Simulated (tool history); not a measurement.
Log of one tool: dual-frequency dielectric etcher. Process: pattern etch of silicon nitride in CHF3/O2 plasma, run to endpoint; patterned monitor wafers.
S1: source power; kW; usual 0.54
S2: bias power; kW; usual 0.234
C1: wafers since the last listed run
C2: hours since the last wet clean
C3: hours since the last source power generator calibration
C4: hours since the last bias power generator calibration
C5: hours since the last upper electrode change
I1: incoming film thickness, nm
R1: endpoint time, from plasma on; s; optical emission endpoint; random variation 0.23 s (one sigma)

Run 1, hour 0: usual settings but S2 0.27 kW; C1 0; C2 80.8; C3 3575.5; C4 3842.2; C5 3037.4; I1 63.8. Result: R1 40 s.
Run 2, hour 32.9: usual settings but S2 0.27 kW; C1 286; C2 113.7; C3 3608.4; C4 3875.1; C5 3070.3; I1 63. Result: R1 39.2 s.
Run 3, hour 48.2: usual settings but S1 0.65 kW; C1 133; C2 129; C3 3623.7; C4 3890.4; C5 3085.6; I1 62.7. Result: R1 37.9 s.
Run 4, hour 73.4: usual settings; C1 219; C2 154.2; C3 3648.9; C4 3915.6; C5 3110.8; I1 63.1. Result: R1 40.9 s.
Run 5, hour 130.9: usual settings; C1 501; C2 211.7; C3 3706.4; C4 3973.1; C5 3168.3; I1 62.8. Result: R1 41.4 s.
Run 6, hour 144.7: usual settings; C1 120; C2 225.5; C3 3720.2; C4 3986.9; C5 3182.1; I1 62.1. Result: R1 41 s.
Run 7, hour 164.3: usual settings but S1 0.48 kW; C1 170; C2 245.1; C3 3739.8; C4 4006.5; C5 3201.7; I1 62.5. Result: R1 42.9 s.
Run 8, hour 186.7: usual settings but S1 0.48 kW; C1 195; C2 267.5; C3 3762.2; C4 4028.9; C5 3224.1; I1 63. Result: R1 43.2 s.
Run 9, hour 200: usual settings but S1 0.48 kW; C1 115; C2 280.8; C3 3775.5; C4 4042.2; C5 3237.4; I1 62.7. Result: R1 42.9 s.
Run 10, hour 219.8: usual settings but S2 0.247 kW; C1 172; C2 300.6; C3 3795.3; C4 4062; C5 3257.2; I1 62.7. Result: R1 41.1 s.
Run 11, hour 234.9: usual settings but S2 0.247 kW; C1 131; C2 315.7; C3 3810.4; C4 4077.1; C5 3272.3; I1 62.8. Result: R1 41.1 s.
Run 12, hour 263: usual settings but S2 0.247 kW; C1 244; C2 343.8; C3 3838.5; C4 4105.2; C5 3300.4; I1 63. Result: R1 41.2 s.
Run 13, hour 292.3: usual settings but S1 0.5 kW; C1 255; C2 373.1; C3 3867.8; C4 4134.5; C5 3329.7; I1 63.2. Result: R1 43.4 s.
Run 14, hour 324.9: usual settings but S1 0.5 kW; C1 284; C2 405.7; C3 3900.4; C4 4167.1; C5 3362.3; I1 63.3. Result: R1 43.4 s.
Run 15, hour 339: usual settings but S1 0.5 kW; C1 122; C2 419.8; C3 3914.5; C4 4181.2; C5 3376.4; I1 62.4. Result: R1 43.1 s.
Run 16, hour 366.2: usual settings; C1 237; C2 447; C3 3941.7; C4 4208.4; C5 3403.6; I1 62.7. Result: R1 42.2 s.
At hour 403.1: wet clean of the chamber.
At hour 404.9: upper electrode replaced.
Run 17, hour 405.4: usual settings but S1 0.47 kW; C1 116; C2 2.3; C3 3980.9; C4 4247.6; C5 0.5; I1 63.8. Result: R1 42.8 s.
Run 18, hour 414.4: usual settings but S2 0.272 kW; C1 78; C2 11.3; C3 3989.9; C4 4256.6; C5 9.5; I1 63.5. Result: R1 38.9 s.
At hour 432.5: source power generator calibrated.
Run 19, hour 448.4: usual settings but S1 0.45 kW, S2 0.255 kW; C1 261; C2 45.3; C3 15.9; C4 4290.6; C5 43.5; I1 63. Result: R1 41.9 s.
Run 20, hour 482.4: usual settings but S1 0.47 kW, S2 0.273 kW; C1 296; C2 79.3; C3 49.9; C4 4324.6; C5 77.5; I1 63.1. Result: R1 40.8 s.
Run 21, hour 510.7: usual settings but S1 0.48 kW, S2 0.262 kW; C1 246; C2 107.6; C3 78.2; C4 4352.9; C5 105.8; I1 63.1. Result: R1 41.1 s.
Run 22, hour 536.8: usual settings but S1 0.6 kW, S2 0.256 kW; C1 227; C2 133.7; C3 104.3; C4 4379; C5 131.9; I1 63.2. Result: R1 38.2 s.
Run 23, hour 551.8: usual settings but S1 0.49 kW, S2 0.269 kW; C1 130; C2 148.7; C3 119.3; C4 4394; C5 146.9; I1 62.9. Result: R1 40.7 s.
Run 24, hour 577.8: usual settings; C1 226; C2 174.7; C3 145.3; C4 4420; C5 172.9; I1 62.8. Result: R1 40.5 s.
Run 25, hour 605.1: usual settings but S1 0.64 kW, S2 0.269 kW; C1 237; C2 202; C3 172.6; C4 4447.3; C5 200.2; I1 63.3. Result: R1 37.1 s.
At hour 619.6: bias power generator calibrated.
Run 26, hour 620.1: usual settings but S1 0.41 kW, S2 0.214 kW; C1 95; C2 217; C3 187.6; C4 0.5; C5 215.2; I1 63.2. Result: R1 46.3 s.
Run 27, hour 643.4: usual settings but S1 0.5 kW; C1 203; C2 240.3; C3 210.9; C4 23.8; C5 238.5; I1 63.2. Result: R1 42.6 s.
Run 28, hour 669.5: usual settings but S2 0.203 kW; C1 227; C2 266.4; C3 237; C4 49.9; C5 264.6; I1 62.7. Result: R1 41.9 s.
Run 29, hour 701.5: usual settings but S1 0.42 kW; C1 278; C2 298.4; C3 269; C4 81.9; C5 296.6; I1 62.4. Result: R1 44.7 s.
Run 30, hour 713.9: usual settings but S1 0.65 kW, S2 0.203 kW; C1 108; C2 310.8; C3 281.4; C4 94.3; C5 309; I1 63.2. Result: R1 40 s.
Run 31, hour 746.7: usual settings; C1 285; C2 343.6; C3 314.2; C4 127.1; C5 341.8; I1 63.2. Result: R1 41.2 s.
Run 32, hour 759.9: usual settings but S1 0.62 kW, S2 0.189 kW; C1 115; C2 356.8; C3 327.4; C4 140.3; C5 355; I1 63.2. Result: R1 41.6 s.
Run 33, hour 792.7: usual settings but S1 0.43 kW, S2 0.287 kW; C1 285; C2 389.6; C3 360.2; C4 173.1; C5 387.8; I1 63.1. Result: R1 43.2 s.

What the log doesn't show, run by run:
source power that arrives over what is set, %: 0 in every run
bias power that arrives over what is set, %: 0 in every run
H1: etch rate over this chamber's usual, %
run      H1
  1  -0.737
  2   -1.05
  3   -1.19
  4   -1.42
  5   -1.96
  6   -2.09
  7   -2.27
  8   -2.48
  9   -2.61
 10   -2.79
 11   -2.93
 12    -3.2
 13   -3.47
 14   -3.78
 15   -3.91
 16   -4.16
 17    1.06
 18   0.974
 19   0.656
 20   0.338
 21   0.073
 22  -0.171
 23  -0.311
 24  -0.555
 25   -0.81
 26   -0.95
 27   -1.17
 28   -1.41
 29   -1.71
 30   -1.83
 31   -2.13
 32   -2.26
 33   -2.56
